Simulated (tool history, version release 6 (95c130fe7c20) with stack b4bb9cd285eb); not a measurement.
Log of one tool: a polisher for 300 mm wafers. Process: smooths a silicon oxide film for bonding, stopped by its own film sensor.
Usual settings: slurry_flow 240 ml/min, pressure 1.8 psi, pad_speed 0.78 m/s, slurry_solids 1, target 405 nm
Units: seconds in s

run	hour	slurry_flow	pressure	pad_speed	slurry_solids	target	incoming thickness of the incoming film, nm	seconds
1	0	240	1.8	0.78	1	405	454	112.2
# hour 20.9: worn pad replaced by a new one
2	61.8	240	1.8	0.78	1	405	450.9	101
# hour 111.6: slurry nozzle cleaned
3	121.5	205	1.8	0.78	1	405	463.7	136.7
4	224.7	205	1.8	0.78	1	405	462.7	141.9
5	273.4	240	1.8	0.78	1	405	458	130.1
# hour 308.3: slurry blender recalibrated
6	317.1	215	1.8	0.7	1	405	463.4	163.5
# hour 343.4: head pressure recalibrated
7	374.2	215	1.8	0.7	1	405	463.1	140.6
8	478.5	215	1.8	0.7	1	405	463	143
9	560.9	240	1.8	0.78	1	405	449.6	105
# hour 599.6: worn pad replaced by a new one
10	603	240	1.8	0.78	1	405	464.4	125.1
# hour 668: slurry nozzle cleaned
11	709.6	240	1.8	0.78	1	405	458	120.4
12	760.1	240	2.1	0.78	1.2	392	462.1	127.1
# hour 785.6: slurry blender recalibrated
# hour 796: head pressure recalibrated
13	834.9	215	1.3	0.78	1	405	463.4	178.5
14	957	195	1.4	0.6	1	388	461.6	259.9
15	1046.2	240	2.3	0.6	1	405	467.2	135.8
16	1098.2	275	1.8	0.78	1	423	465.8	99.1
# hour 1130.1: worn pad replaced by a new one
17	1167.1	240	2.4	0.66	1	405	460	101
# hour 1230.8: slurry nozzle cleaned
18	1266.3	175	1.8	0.78	1	419	457.2	94.9
# hour 1296.6: head pressure recalibrated
19	1345	300	2.2	0.78	1	410	454.4	77.7
# hour 1377.3: slurry blender recalibrated
20	1446	280	1.8	0.6	1	422	451.9	81.5
21	1510.3	240	1.5	1.04	1	391	457.3	151
22	1572.7	240	1.8	0.98	1	405	455.4	101.4
23	1626.8	240	1.8	0.58	1	405	455.4	154.6
# hour 1681.3: slurry nozzle cleaned
# hour 1703.4: worn pad replaced by a new one
24	1709.3	240	1.8	0.78	1	405	463.4	131.7
25	1773.6	240	1.3	0.52	1.25	394	459.9	247.2
# hour 1826.4: head pressure recalibrated
26	1861.1	240	1.4	0.58	1	405	456.9	177.9
27	1924.9	240	1.8	0.78	1	405	453	108
# hour 1965.4: slurry blender recalibrated
28	1980	240	1.8	0.78	1	405	461.2	130.8
29	2069	240	1.8	0.78	1	405	459.4	126.2

5 ways to go on from here, each from the tool as it stands after run 29. What would each give?
A	2069.5	240	2.2	0.78	1	405	465.8	?
B	2069.5	240	1.8	0.7	1	411	465.8	?
C	2069.5	240	1.3	0.78	1.3	394	465.8	?
D	2069.5	240	1.8	1	0.75	405	465.8	?
E	2069.5	240	1.8	0.78	1.1	390	465.8	?

run	seconds
A	115.3
B	136.7
C	200.7
D	145.3
E	166.4
Without the tool's hidden state the same runs would have given:
run	seconds
A	98.5
B	116.7
C	171.4
D	124.1
E	142.1
